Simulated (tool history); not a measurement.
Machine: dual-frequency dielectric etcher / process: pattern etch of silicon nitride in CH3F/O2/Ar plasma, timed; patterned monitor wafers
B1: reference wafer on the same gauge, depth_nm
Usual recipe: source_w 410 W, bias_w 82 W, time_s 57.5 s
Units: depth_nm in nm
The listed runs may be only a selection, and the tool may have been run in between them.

run 1 hour=0.0 | source_w=410 bias_w=82 time_s=57.5 | B1=45.30 | depth_nm=40.31
run 2 hour=28.9 | source_w=410 bias_w=82 time_s=57.5 | B1=45.17 | depth_nm=40.83
run 3 hour=56.0 | source_w=410 bias_w=82 time_s=57.5 | B1=45.27 | depth_nm=40.28
run 4 hour=87.5 | source_w=340 bias_w=82 time_s=57.5 | B1=45.27 | depth_nm=38.66
run 5 hour=115.7 | source_w=410 bias_w=82 time_s=57.5 | B1=45.42 | depth_nm=40.32
run 6 hour=151.7 | source_w=410 bias_w=82 time_s=57.5 | B1=45.23 | depth_nm=40.94
run 7 hour=170.4 | source_w=410 bias_w=82 time_s=57.5 | B1=45.35 | depth_nm=40.69
run 8 hour=189.6 | source_w=450 bias_w=82 time_s=57.5 | B1=45.31 | depth_nm=42.11
run 9 hour=225.4 | source_w=450 bias_w=82 time_s=57.5 | B1=45.30 | depth_nm=42.09
run 10 hour=248.8 | source_w=410 bias_w=82 time_s=48.5 | B1=45.30 | depth_nm=34.47
run 11 hour=278.2 | source_w=410 bias_w=82 time_s=48.5 | B1=45.34 | depth_nm=34.07
-- hour=284.5 bias power generator calibrated
run 12 hour=298.0 | source_w=410 bias_w=82 time_s=67.0 | B1=45.27 | depth_nm=47.68
run 13 hour=319.7 | source_w=410 bias_w=82 time_s=57.5 | B1=45.29 | depth_nm=41.16
-- hour=358.3 wet clean of the chamber
-- hour=379.7 upper electrode replaced, of another model than before
run 14 hour=380.2 | source_w=320 bias_w=89 time_s=57.5 | B1=45.30 | depth_nm=36.53
run 15 hour=380.5 | source_w=510 bias_w=82 time_s=57.5 | B1=45.38 | depth_nm=43.26
run 16 hour=399.7 | source_w=410 bias_w=82 time_s=57.5 | B1=45.30 | depth_nm=40.44
run 17 hour=428.6 | source_w=410 bias_w=82 time_s=57.5 | B1=45.27 | depth_nm=39.58
run 18 hour=458.8 | source_w=350 bias_w=76 time_s=41.0 | B1=45.30 | depth_nm=26.62
run 19 hour=485.9 | source_w=470 bias_w=92 time_s=63.0 | B1=45.37 | depth_nm=47.12
-- hour=494.1 gauge calibrated
run 20 hour=519.7 | source_w=410 bias_w=64 time_s=57.5 | B1=45.23 | depth_nm=39.28
run 21 hour=551.2 | source_w=440 bias_w=82 time_s=41.5 | B1=45.30 | depth_nm=29.88
run 22 hour=579.2 | source_w=410 bias_w=82 time_s=44.0 | B1=45.39 | depth_nm=30.98
-- hour=584.9 source power generator calibrated
run 23 hour=601.8 | source_w=470 bias_w=92 time_s=63.0 | B1=45.30 | depth_nm=47.19
run 24 hour=622.4 | source_w=410 bias_w=82 time_s=57.5 | B1=45.31 | depth_nm=40.61

Run 25 has not been measured yet. What should we expect?
run 25 hour=652.5 | source_w=500 bias_w=75 time_s=57.5 | B1=? | depth_nm=?

B1: 45.29
depth_nm: 43.21 nm
With the hidden condition absent and the run-to-run variation left alone, this run would have shown depth_nm 42.62 nm.

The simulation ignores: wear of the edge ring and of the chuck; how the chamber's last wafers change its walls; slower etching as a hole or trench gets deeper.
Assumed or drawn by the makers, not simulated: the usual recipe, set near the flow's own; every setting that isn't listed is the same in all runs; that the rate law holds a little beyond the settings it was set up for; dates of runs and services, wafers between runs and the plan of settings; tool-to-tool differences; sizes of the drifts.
